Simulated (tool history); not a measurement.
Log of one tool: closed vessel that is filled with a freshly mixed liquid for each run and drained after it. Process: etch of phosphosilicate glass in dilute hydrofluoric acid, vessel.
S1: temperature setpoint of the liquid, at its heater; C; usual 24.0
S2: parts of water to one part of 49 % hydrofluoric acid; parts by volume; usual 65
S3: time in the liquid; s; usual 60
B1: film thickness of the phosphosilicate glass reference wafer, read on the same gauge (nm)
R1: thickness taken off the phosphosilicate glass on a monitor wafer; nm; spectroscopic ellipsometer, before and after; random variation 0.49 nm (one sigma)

run,hour,S1,S2,S3,B1,R1
1,0.0,25.0,65,35,89.99,51.46
2,58.2,25.0,65,35,89.99,51.41
3,85.2,24.0,65,60,90.02,84.30
# hour 89.7: hydrofluoric acid flow meter replaced
4,138.9,24.0,65,60,90.02,80.48
5,179.1,24.0,65,60,89.98,80.21
# hour 246.8: gauge calibrated
6,319.3,24.0,45,60,89.98,118.07
7,358.1,24.0,45,60,89.99,120.87
8,387.5,23.0,65,35,89.99,45.43
9,448.3,23.0,65,35,90.02,45.75
10,476.4,24.0,85,60,89.99,60.46
11,520.6,19.5,55,75,90.00,101.73
12,589.5,24.0,45,85,90.02,171.52
13,647.3,24.0,65,60,89.99,81.56
14,682.8,24.0,65,60,90.01,82.70
15,743.0,19.5,65,60,90.01,68.75
16,787.2,27.5,95,60,90.00,63.48
17,980.4,24.0,50,30,90.00,55.37

Forecast run 18:
# hour 1007.7: hydrofluoric acid flow meter replaced
18,1047.5,24.0,50,35,?,?

{"run 18": {"B1": 90.01, "R1": 61.86}}
Without the tool's hidden state the same run would have given R1 61.22 nm.
